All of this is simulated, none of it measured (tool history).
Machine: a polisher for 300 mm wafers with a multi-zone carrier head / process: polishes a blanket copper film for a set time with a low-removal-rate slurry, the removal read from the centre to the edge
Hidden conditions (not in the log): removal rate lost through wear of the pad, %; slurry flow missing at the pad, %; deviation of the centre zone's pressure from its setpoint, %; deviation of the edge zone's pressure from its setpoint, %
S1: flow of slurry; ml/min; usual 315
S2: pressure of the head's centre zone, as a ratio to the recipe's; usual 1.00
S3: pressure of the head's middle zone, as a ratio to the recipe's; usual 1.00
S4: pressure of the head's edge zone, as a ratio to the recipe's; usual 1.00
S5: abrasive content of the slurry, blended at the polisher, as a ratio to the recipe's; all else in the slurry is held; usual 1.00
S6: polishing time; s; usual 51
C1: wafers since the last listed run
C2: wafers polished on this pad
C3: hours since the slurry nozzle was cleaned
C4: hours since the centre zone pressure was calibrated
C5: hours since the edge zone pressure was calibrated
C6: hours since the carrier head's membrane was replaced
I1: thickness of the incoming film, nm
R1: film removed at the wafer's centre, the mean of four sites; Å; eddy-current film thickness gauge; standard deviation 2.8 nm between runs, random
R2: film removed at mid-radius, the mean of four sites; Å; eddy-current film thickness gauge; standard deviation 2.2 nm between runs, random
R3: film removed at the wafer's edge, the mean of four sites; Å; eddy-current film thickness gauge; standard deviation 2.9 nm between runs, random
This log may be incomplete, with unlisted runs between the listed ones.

run,hour,S1,S2,S3,S4,S5,S6,C1,C2,C3,C4,C5,C6,I1,R1,R2,R3
1,0.0,315,0.97,1.00,1.00,0.80,51,0,2291,12.6,43.4,52.0,666.5,1284.0,1762,1833,1926
# hour 9.0: worn pad replaced by a new one
2,12.0,315,0.97,1.00,1.00,0.80,51,98,36,24.6,55.4,64.0,678.5,1287.1,1732,1898,1895
3,38.4,315,1.00,1.00,1.00,1.00,51,324,361,51.0,81.8,90.4,704.9,1258.6,1870,1918,1956
4,71.5,245,1.00,0.88,1.00,0.80,39,406,768,84.1,114.9,123.5,738.0,1281.0,1354,1248,1429
5,89.8,230,1.00,1.00,1.00,1.10,51,224,993,102.4,133.2,141.8,756.3,1235.7,1818,1876,1952
6,119.7,315,1.00,1.12,1.00,1.00,51,367,1360,132.3,163.1,171.7,786.2,1242.2,1867,2068,1934
7,152.4,315,1.00,1.00,1.00,1.00,51,401,1762,165.0,195.8,204.4,818.9,1277.0,1838,1884,1979
# hour 174.3: worn pad replaced by a new one
8,179.9,315,1.00,1.00,1.00,1.00,45,288,68,192.5,223.3,231.9,846.4,1261.8,1591,1694,1776
9,203.6,280,1.00,1.00,1.00,1.00,51,291,359,216.2,247.0,255.6,870.1,1262.9,1773,1888,1954
10,236.5,410,1.03,1.00,0.89,1.10,51,404,764,249.1,279.9,288.5,903.0,1246.5,1902,1947,1962
# hour 245.0: carrier head's membrane replaced by a new one
11,264.9,315,1.00,1.00,1.00,1.00,51,287,1051,277.5,308.3,316.9,19.9,1276.9,1783,1925,1992
12,298.6,315,1.12,1.00,1.10,1.00,51,414,1466,311.2,342.0,350.6,53.6,1270.2,2026,1901,2025
13,323.2,315,1.04,1.00,1.00,1.20,45,302,1768,335.8,366.6,375.2,78.2,1263.8,1688,1715,1778
14,336.0,315,1.00,1.00,1.00,1.15,38,157,1925,348.6,379.4,388.0,91.0,1252.3,1370,1436,1512
# hour 359.7: worn pad replaced by a new one
15,360.2,420,1.00,1.00,0.91,1.00,51,248,6,372.8,403.6,412.2,115.2,1248.2,1804,1892,1943
16,381.6,315,1.00,1.00,1.00,1.00,51,263,269,394.2,425.0,433.6,136.6,1269.7,1782,1894,1989
17,394.5,315,1.00,1.00,1.09,1.10,51,158,427,407.1,437.9,446.5,149.5,1271.1,1782,1911,2106
18,423.0,315,1.00,1.05,1.00,1.00,51,350,778,435.6,466.4,475.0,178.0,1261.6,1776,1999,2020
19,452.9,315,0.89,0.93,1.00,0.85,60,367,1145,465.5,496.3,504.9,207.9,1248.5,1811,2064,2282
20,472.6,315,1.00,1.00,0.92,0.85,51,242,1387,485.2,516.0,524.6,227.6,1253.2,1785,1853,1856
21,497.1,315,1.00,1.05,1.00,1.00,51,301,1688,509.7,540.5,549.1,252.1,1264.7,1729,1976,1886

Hidden condition of the tool, last listed run before each entry between runs versus first listed run after:
Logged between run 1 and run 2: worn pad replaced by a new one (hour 9.0)
  deviation of the centre zone's pressure from its setpoint, %: 0.136 -> -0.0422
  measured minus no-state result, R1: +2 -> -1 Å
Logged between run 7 and run 8: worn pad replaced by a new one (hour 174.3)
  deviation of the centre zone's pressure from its setpoint, %: -2.12 -> -2.53
  measured minus no-state result, R1: -40 -> -42 Å
Logged between run 10 and run 11: carrier head's membrane replaced by a new one (hour 245.0)
  deviation of the centre zone's pressure from its setpoint, %: -3.37 -> -3.79
  measured minus no-state result, R1: -67 -> -71 Å
Logged between run 14 and run 15: worn pad replaced by a new one (hour 359.7)
  deviation of the centre zone's pressure from its setpoint, %: -4.84 -> -5.2
  measured minus no-state result, R1: -71 -> -100 Å

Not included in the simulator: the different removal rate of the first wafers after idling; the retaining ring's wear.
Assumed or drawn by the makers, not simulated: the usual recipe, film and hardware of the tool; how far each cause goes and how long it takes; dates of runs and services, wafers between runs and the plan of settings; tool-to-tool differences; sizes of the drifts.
